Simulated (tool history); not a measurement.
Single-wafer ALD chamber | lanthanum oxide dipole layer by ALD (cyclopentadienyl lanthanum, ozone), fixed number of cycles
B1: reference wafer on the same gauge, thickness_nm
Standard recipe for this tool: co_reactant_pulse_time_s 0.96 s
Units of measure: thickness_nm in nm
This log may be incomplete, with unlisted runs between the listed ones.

run 1 hour=0.0 | co_reactant_pulse_time_s=0.77 | B1=0.535 | thickness_nm=0.416
run 2 hour=17.3 | co_reactant_pulse_time_s=0.77 | B1=0.535 | thickness_nm=0.416
run 3 hour=26.0 | co_reactant_pulse_time_s=0.96 | B1=0.535 | thickness_nm=0.488
run 4 hour=42.8 | co_reactant_pulse_time_s=0.96 | B1=0.535 | thickness_nm=0.486
run 5 hour=50.2 | co_reactant_pulse_time_s=0.96 | B1=0.535 | thickness_nm=0.488
run 6 hour=59.0 | co_reactant_pulse_time_s=0.96 | B1=0.535 | thickness_nm=0.489
run 7 hour=65.9 | co_reactant_pulse_time_s=0.96 | B1=0.535 | thickness_nm=0.488
run 8 hour=79.5 | co_reactant_pulse_time_s=0.96 | B1=0.535 | thickness_nm=0.486
run 9 hour=89.5 | co_reactant_pulse_time_s=0.96 | B1=0.535 | thickness_nm=0.488
-- hour=107.5 thermocouple changed; heater temperature recalibrated
-- hour=114.1 showerhead replaced
run 10 hour=114.6 | co_reactant_pulse_time_s=0.96 | B1=0.535 | thickness_nm=0.489
run 11 hour=118.8 | co_reactant_pulse_time_s=0.96 | B1=0.535 | thickness_nm=0.487
run 12 hour=157.3 | co_reactant_pulse_time_s=0.96 | B1=0.535 | thickness_nm=0.488
run 13 hour=171.1 | co_reactant_pulse_time_s=1.15 | B1=0.535 | thickness_nm=0.525
run 14 hour=179.5 | co_reactant_pulse_time_s=0.96 | B1=0.535 | thickness_nm=0.490
-- hour=190.1 ozone generator serviced
run 15 hour=190.6 | co_reactant_pulse_time_s=0.59 | B1=0.535 | thickness_nm=0.291
run 16 hour=202.2 | co_reactant_pulse_time_s=1.17 | B1=0.535 | thickness_nm=0.527
run 17 hour=216.2 | co_reactant_pulse_time_s=0.74 | B1=0.535 | thickness_nm=0.400
-- hour=223.1 gauge calibrated
run 18 hour=226.3 | co_reactant_pulse_time_s=0.82 | B1=0.535 | thickness_nm=0.440
run 19 hour=237.8 | co_reactant_pulse_time_s=1.32 | B1=0.535 | thickness_nm=0.546
run 20 hour=249.4 | co_reactant_pulse_time_s=1.17 | B1=0.535 | thickness_nm=0.529
run 21 hour=261.0 | co_reactant_pulse_time_s=0.67 | B1=0.535 | thickness_nm=0.354
run 22 hour=271.2 | co_reactant_pulse_time_s=0.66 | B1=0.535 | thickness_nm=0.348
run 23 hour=285.3 | co_reactant_pulse_time_s=1.21 | B1=0.535 | thickness_nm=0.535

4 ways to go on from here, each from the tool as it stands after run 23. What would each give?
run A hour=285.7 | co_reactant_pulse_time_s=0.96 | B1=? | thickness_nm=?
run B hour=285.7 | co_reactant_pulse_time_s=1.23 | B1=? | thickness_nm=?
run C hour=285.7 | co_reactant_pulse_time_s=1.19 | B1=? | thickness_nm=?
run D hour=285.7 | co_reactant_pulse_time_s=0.65 | B1=? | thickness_nm=?

run=A B1=0.535 thickness_nm=0.486
run=B B1=0.535 thickness_nm=0.535
run=C B1=0.535 thickness_nm=0.530
run=D B1=0.535 thickness_nm=0.339
With the hidden condition removed and each run's random variation left untouched, the same runs would have given:
run=A thickness_nm=0.486
run=B thickness_nm=0.535
run=C thickness_nm=0.530
run=D thickness_nm=0.339
